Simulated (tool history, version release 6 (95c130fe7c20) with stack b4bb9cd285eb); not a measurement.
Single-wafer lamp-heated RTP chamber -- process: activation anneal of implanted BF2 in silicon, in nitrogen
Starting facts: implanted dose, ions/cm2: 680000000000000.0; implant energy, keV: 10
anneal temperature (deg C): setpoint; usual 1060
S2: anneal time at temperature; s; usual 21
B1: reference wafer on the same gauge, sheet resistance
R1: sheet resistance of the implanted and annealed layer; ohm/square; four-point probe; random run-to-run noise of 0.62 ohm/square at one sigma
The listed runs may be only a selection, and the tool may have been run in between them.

Run 1, hour 0: usual settings; B1 174.01. Result: R1 209.05 ohm/square.
At hour 10.7: pyrometer window cleaned and pyrometer calibrated.
Run 2, hour 29.8: usual settings; B1 174.12. Result: R1 209.56 ohm/square.
Run 3, hour 107.2: usual settings; B1 173.83. Result: R1 209.02 ohm/square.
Run 4, hour 132.8: usual settings but anneal temperature (deg C) 1052, S2 16 s; B1 173.92. Result: R1 223.89 ohm/square.
At hour 166.8: pyrometer window cleaned and pyrometer calibrated.
At hour 175.2: reflector plate cleaned.
Run 5, hour 175.7: usual settings but anneal temperature (deg C) 1052, S2 16 s; B1 174. Result: R1 228.45 ohm/square.
Run 6, hour 192.4: usual settings but anneal temperature (deg C) 1052, S2 16 s; B1 173.98. Result: R1 227.81 ohm/square.
Run 7, hour 222.3: usual settings; B1 174.04. Result: R1 211.59 ohm/square.
Run 8, hour 236.3: usual settings but anneal temperature (deg C) 1047, S2 24 s; B1 174.09. Result: R1 219.37 ohm/square.
Run 9, hour 248.7: usual settings; B1 173.95. Result: R1 211.08 ohm/square.
Run 10, hour 275.2: usual settings; B1 174.2. Result: R1 210.26 ohm/square.
Run 11, hour 306.5: usual settings but S2 14 s; B1 173.91. Result: R1 221.26 ohm/square.
Run 12, hour 320.7: usual settings; B1 174.05. Result: R1 211.13 ohm/square.
At hour 330.1: pyrometer window cleaned and pyrometer calibrated.
Run 13, hour 340.7: usual settings but S2 14 s; B1 173.74. Result: R1 221.02 ohm/square.
Run 14, hour 380: usual settings but anneal temperature (deg C) 1083, S2 14 s; B1 174.04. Result: R1 202.74 ohm/square.
At hour 400.4: gauge calibrated.
Run 15, hour 402.5: usual settings but anneal temperature (deg C) 1032, S2 29 s; B1 174.01. Result: R1 228.73 ohm/square.
Run 16, hour 433.9: usual settings but anneal temperature (deg C) 1039, S2 26 s; B1 174.11. Result: R1 222.69 ohm/square.
Run 17, hour 466.9: usual settings but anneal temperature (deg C) 1050, S2 14 s; B1 174.04. Result: R1 230.49 ohm/square.
Run 18, hour 489.2: usual settings; B1 173.96. Result: R1 209.8 ohm/square.
At hour 509.8: pyrometer window cleaned and pyrometer calibrated.
Run 19, hour 518.7: usual settings but anneal temperature (deg C) 1085; B1 173.99. Result: R1 194.06 ohm/square.

Expected results for the next run?
Run 20, hour 544.8: usual settings but anneal temperature (deg C) 1089, S2 24 s; B1 ?. Result: R1 ?.

Logged for run 20: B1 173.98, R1 191.51 ohm/square.
Take away the tool's hidden state, keep the run-to-run variation as it was, and the same run would have given R1 192.94 ohm/square.
